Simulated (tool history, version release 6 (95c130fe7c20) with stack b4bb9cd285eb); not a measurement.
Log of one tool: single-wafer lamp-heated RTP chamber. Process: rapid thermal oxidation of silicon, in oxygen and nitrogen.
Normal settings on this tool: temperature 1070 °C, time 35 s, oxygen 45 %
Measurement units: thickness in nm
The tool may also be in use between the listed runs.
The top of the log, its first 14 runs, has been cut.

run	hour	temperature	time	oxygen	wafers since the last listed run	wafers since the last pyrometer calibration	hours since the oxygen flow controller was replaced	hours since the gauge calibration	read-back reference wafer on the same gauge, thickness	thickness
15	846.1	1070	35	45	491	874	2276.3	1420.6	6.818	6.092
16	912.9	1070	35	45	673	1547	2343.1	1487.4	6.824	6.105
17	982.7	1070	40	45	703	2251	2412.9	1557.2	6.816	6.464
18	1024.4	1082	35	45	420	2671	2454.6	1598.9	6.824	6.650
# hour 1028.0: gauge calibrated
19	1088.0	1070	35	17	641	3312	2518.2	60.0	6.819	4.355
20	1116.0	1078	27	45	282	3594	2546.2	88.0	6.817	5.792
21	1179.3	1070	35	45	637	4232	2609.5	151.3	6.822	6.106
22	1237.4	1070	35	45	585	4818	2667.6	209.4	6.822	6.120
# hour 1267.7: oxygen flow controller replaced
23	1297.2	1089	35	20	522	5340	29.5	269.2	6.823	5.300
24	1393.7	1070	35	45	972	6313	126.0	365.7	6.818	6.201
25	1586.7	1093	35	53	1945	8258	319.0	558.7	6.818	7.573
# hour 1601.0: pyrometer window cleaned and pyrometer calibrated
26	1632.8	1070	20	45	383	320	365.1	604.8	6.823	4.864
27	1660.8	1062	20	25	282	603	393.1	632.8	6.823	3.852
28	1716.2	1070	35	19	558	1161	448.5	688.2	6.817	4.598
29	1837.3	1082	46	22	1220	2381	569.6	809.3	6.823	5.795
30	1897.3	1070	18	30	604	2986	629.6	869.3	6.820	4.094
31	1950.2	1098	50	28	533	3519	682.5	922.2	6.822	7.275
32	2020.3	1070	18	30	706	4226	752.6	992.3	6.819	4.118
33	2054.8	1057	35	45	347	4574	787.1	1026.8	6.820	5.643
34	2125.8	1070	26	56	715	5289	858.1	1097.8	6.823	5.872
35	2171.6	1070	35	45	461	5751	903.9	1143.6	6.821	6.137
36	2212.3	1070	35	45	410	6161	944.6	1184.3	6.822	6.177

What if the next run were any one of these 4? Each begins from the tool's condition after run 36:
A	2212.8	1070	35	45	5	6166	945.1	1184.8	?	?
B	2212.8	1097	35	45	5	6166	945.1	1184.8	?	?
C	2212.8	1070	26	36	5	6166	945.1	1184.8	?	?
D	2212.8	1070	35	58	5	6166	945.1	1184.8	?	?

run	read-back reference wafer on the same gauge, thickness	thickness
A	6.819	6.145
B	6.819	7.308
C	6.819	5.025
D	6.819	6.730
The same runs, with their run-to-run variation unchanged, on a tool lacking any hidden condition would have given:
run	thickness
A	6.210
B	7.387
C	5.084
D	6.785
